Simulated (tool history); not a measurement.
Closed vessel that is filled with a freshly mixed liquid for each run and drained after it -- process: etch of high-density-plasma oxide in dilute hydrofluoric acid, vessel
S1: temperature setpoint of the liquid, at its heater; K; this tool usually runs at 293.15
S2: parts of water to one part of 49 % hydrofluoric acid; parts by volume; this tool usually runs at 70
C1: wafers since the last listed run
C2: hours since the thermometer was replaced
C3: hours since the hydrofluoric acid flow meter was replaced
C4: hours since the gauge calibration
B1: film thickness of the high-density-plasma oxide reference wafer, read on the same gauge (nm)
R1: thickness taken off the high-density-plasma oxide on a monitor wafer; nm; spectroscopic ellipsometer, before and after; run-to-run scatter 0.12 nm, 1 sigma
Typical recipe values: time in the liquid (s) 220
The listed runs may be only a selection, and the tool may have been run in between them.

{"run": 1, "hour": 0.0, "S1": 297.15, "S2": 70, "time in the liquid (s)": 220, "C1": 0, "C2": 14.8, "C3": 2.5, "C4": 1970.4, "B1": 150.03, "R1": 18.75}
{"run": 2, "hour": 68.4, "S1": 291.15, "S2": 70, "time in the liquid (s)": 220, "C1": 7076, "C2": 83.2, "C3": 70.9, "C4": 2038.8, "B1": 150.0, "R1": 14.51}
{"run": 3, "hour": 105.0, "S1": 291.15, "S2": 70, "time in the liquid (s)": 220, "C1": 3786, "C2": 119.8, "C3": 107.5, "C4": 2075.4, "B1": 149.99, "R1": 14.65}
{"run": 4, "hour": 168.7, "S1": 291.15, "S2": 70, "time in the liquid (s)": 220, "C1": 6590, "C2": 183.5, "C3": 171.2, "C4": 2139.1, "B1": 149.99, "R1": 14.58}
{"run": 5, "hour": 261.4, "S1": 293.15, "S2": 70, "time in the liquid (s)": 220, "C1": 9590, "C2": 276.2, "C3": 263.9, "C4": 2231.8, "B1": 149.99, "R1": 15.53}
{"run": 6, "hour": 328.0, "S1": 293.15, "S2": 70, "time in the liquid (s)": 220, "C1": 6890, "C2": 342.8, "C3": 330.5, "C4": 2298.4, "B1": 150.02, "R1": 15.86}
{"run": 7, "hour": 352.3, "S1": 293.15, "S2": 90, "time in the liquid (s)": 135, "C1": 2513, "C2": 367.1, "C3": 354.8, "C4": 2322.7, "B1": 149.99, "R1": 7.38}
{"hour": 365.2, "done": "gauge calibrated"}
{"hour": 382.6, "done": "hydrofluoric acid flow meter replaced, repeated, since the last time left the tool worse"}
{"run": 8, "hour": 384.6, "S1": 293.15, "S2": 55, "time in the liquid (s)": 220, "C1": 3238, "C2": 399.4, "C3": 2.0, "C4": 19.4, "B1": 149.99, "R1": 21.88}
{"run": 9, "hour": 437.7, "S1": 293.15, "S2": 70, "time in the liquid (s)": 220, "C1": 5493, "C2": 452.5, "C3": 55.1, "C4": 72.5, "B1": 150.02, "R1": 17.04}
{"run": 10, "hour": 523.5, "S1": 293.15, "S2": 70, "time in the liquid (s)": 300, "C1": 8876, "C2": 538.3, "C3": 140.9, "C4": 158.3, "B1": 150.0, "R1": 22.89}
{"run": 11, "hour": 553.6, "S1": 293.15, "S2": 105, "time in the liquid (s)": 220, "C1": 3114, "C2": 568.4, "C3": 171.0, "C4": 188.4, "B1": 150.0, "R1": 10.88}
{"run": 12, "hour": 675.3, "S1": 293.15, "S2": 90, "time in the liquid (s)": 220, "C1": 12590, "C2": 690.1, "C3": 292.7, "C4": 310.1, "B1": 150.0, "R1": 12.8}
{"run": 13, "hour": 714.4, "S1": 293.15, "S2": 40, "time in the liquid (s)": 135, "C1": 4045, "C2": 729.2, "C3": 331.8, "C4": 349.2, "B1": 150.01, "R1": 18.79}
{"run": 14, "hour": 759.1, "S1": 293.15, "S2": 50, "time in the liquid (s)": 220, "C1": 4624, "C2": 773.9, "C3": 376.5, "C4": 393.9, "B1": 150.01, "R1": 24.13}
{"run": 15, "hour": 804.1, "S1": 293.15, "S2": 70, "time in the liquid (s)": 145, "C1": 4655, "C2": 818.9, "C3": 421.5, "C4": 438.9, "B1": 150.01, "R1": 11.02}
{"run": 16, "hour": 869.1, "S1": 293.15, "S2": 70, "time in the liquid (s)": 220, "C1": 6724, "C2": 883.9, "C3": 486.5, "C4": 503.9, "B1": 149.99, "R1": 16.91}
{"run": 17, "hour": 916.3, "S1": 293.15, "S2": 60, "time in the liquid (s)": 220, "C1": 4883, "C2": 931.1, "C3": 533.7, "C4": 551.1, "B1": 149.99, "R1": 20.0}
{"run": 18, "hour": 965.1, "S1": 293.15, "S2": 70, "time in the liquid (s)": 125, "C1": 5048, "C2": 979.9, "C3": 582.5, "C4": 599.9, "B1": 150.0, "R1": 9.53}

What does the tool deliver on the next run?
{"run": 19, "hour": 1004.5, "S1": 297.15, "S2": 70, "time in the liquid (s)": 180, "C1": 4076, "C2": 1019.3, "C3": 621.9, "C4": 639.3, "B1": "?", "R1": "?"}

Run 19 measured B1 150.01, R1 16.33 nm.
Had the tool carried no hidden state, the very same run would have given R1 16.63 nm.
